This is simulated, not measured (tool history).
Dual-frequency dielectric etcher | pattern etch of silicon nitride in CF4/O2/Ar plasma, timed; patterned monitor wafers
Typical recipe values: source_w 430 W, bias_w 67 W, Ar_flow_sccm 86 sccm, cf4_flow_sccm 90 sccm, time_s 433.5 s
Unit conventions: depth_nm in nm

run     day  source_w  bias_w  Ar_flow_sccm  cf4_flow_sccm  time_s  wafers since the last listed run  hours since the last wet clean  hours since the last source power generator calibration  hours since the last bias power generator calibration  hours since the last Ar flow controller change  hours since the last CF4 flow controller change  hours since the last upper electrode change  hours since the gauge calibration  read-back reference wafer on the same gauge, depth_nm  depth_nm
  1       0       430      67            86             90   433.5                                 0                           331.5                                                   3602.4                                                 3233.3                                          5421.9                                           1818.9                                       4778.1                              185.4                                                  647.6     781.4
  2   1.225       430      67            86             90   433.5                                98                           360.9                                                   3631.8                                                 3262.7                                          5451.3                                           1848.3                                       4807.5                              214.8                                                  646.1     777.7
  3   2.071       430      67            86             90   433.5                                67                           381.2                                                   3652.1                                                   3283                                          5471.6                                           1868.6                                       4827.8                              235.1                                                    644     782.1
  4   3.042       430      67            86             90   433.5                                78                           404.5                                                   3675.4                                                 3306.3                                          5494.9                                           1891.9                                       4851.1                              258.4                                                  646.3     782.9
  5   3.621       430      67            86             90   433.5                                46                           418.4                                                   3689.3                                                 3320.2                                          5508.8                                           1905.8                                         4865                              272.3                                                  644.8     781.1
  6   4.571       430      67            86             90   433.5                                76                           441.2                                                   3712.1                                                   3343                                          5531.6                                           1928.6                                       4887.8                              295.1                                                  644.3     776.7
  7   5.104       430      67            86             90   433.5                                42                             454                                                   3724.9                                                 3355.8                                          5544.4                                           1941.4                                       4900.6                              307.9                                                  644.2     779.2
  8   5.733       430      67            86             90   433.5                                50                           469.1                                                     3740                                                 3370.9                                          5559.5                                           1956.5                                       4915.7                                323                                                  642.3     787.8
        6.7  -- bias power generator calibrated
      7.458  -- upper electrode replaced
  9   7.479       430      67            86             90   433.5                                66                             511                                                   3781.9                                                   18.7                                          5601.4                                           1998.4                                          0.5                              364.9                                                  643.4     775.2
 10   7.662       530      67            86             90     314                                14                           515.4                                                   3786.3                                                   23.1                                          5605.8                                           2002.8                                          4.9                              369.3                                                  641.7     673.9
      7.717  -- gauge calibrated
       8.85  -- wet clean of the chamber
 11     8.9       430      52            86             77   433.5                                19                             1.2                                                     3816                                                   52.8                                          5635.5                                           2032.5                                         34.6                               28.4                                                  651.9     697.3
 12  10.375       430      67            77            107     313                               118                            36.6                                                   3851.4                                                   88.2                                          5670.9                                           2067.9                                           70                               63.8                                                  650.3     589.3
     10.858  -- Ar flow controller replaced
 13  11.296       430      67            77             90   433.5                                53                            58.7                                                   3873.5                                                  110.3                                            10.5                                             2090                                         92.1                               85.9                                                  649.4     792.6
     11.521  -- source power generator calibrated
     12.038  -- CF4 flow controller replaced
 14  12.608       430      67            86             90   433.5                                72                            90.2                                                     26.1                                                  141.8                                              42                                             13.7                                        123.6                              117.4                                                  651.5       786
 15  13.996       460      80            86            107   433.5                               111                           123.5                                                     59.4                                                  175.1                                            75.3                                               47                                        156.9                              150.7                                                  649.5     911.2
 16    14.5       370      67            92             90   433.5                                40                           135.6                                                     71.5                                                  187.2                                            87.4                                             59.1                                          169                              162.8                                                  647.3     692.6
 17  15.704       430      67            86             90   433.5                                96                           164.5                                                    100.4                                                  216.1                                           116.3                                               88                                        197.9                              191.7                                                  646.8     786.8
 18  16.962       430      67            86             75   433.5                               101                           194.7                                                    130.6                                                  246.3                                           146.5                                            118.2                                        228.1                              221.9                                                  647.7     758.5
 19  17.712       430      67            86             90   433.5                                60                           212.7                                                    148.6                                                  264.3                                           164.5                                            136.2                                        246.1                              239.9                                                    647       786

Each row is a separate what-if for the run after 19, all from the same tool condition, not one after another. Results?
  A  17.733       430      67            86             90   433.5                                 1                           213.2                                                    149.1                                                  264.8                                             165                                            136.7                                        246.6                              240.4                                                      ?         ?
  B  17.733       430      67            69             90   433.5                                 1                           213.2                                                    149.1                                                  264.8                                             165                                            136.7                                        246.6                              240.4                                                      ?         ?
  C  17.733       430      56            86             90   399.5                                 1                           213.2                                                    149.1                                                  264.8                                             165                                            136.7                                        246.6                              240.4                                                      ?         ?

run  read-back reference wafer on the same gauge, depth_nm  depth_nm
  A                                                  646.9     777.4
  B                                                  646.9     785.8
  C                                                  646.9     671.9
The same runs, with their run-to-run variation unchanged, on a tool lacking any hidden condition would have given:
run  depth_nm
  A     785.7
  B     794.2
  C       679

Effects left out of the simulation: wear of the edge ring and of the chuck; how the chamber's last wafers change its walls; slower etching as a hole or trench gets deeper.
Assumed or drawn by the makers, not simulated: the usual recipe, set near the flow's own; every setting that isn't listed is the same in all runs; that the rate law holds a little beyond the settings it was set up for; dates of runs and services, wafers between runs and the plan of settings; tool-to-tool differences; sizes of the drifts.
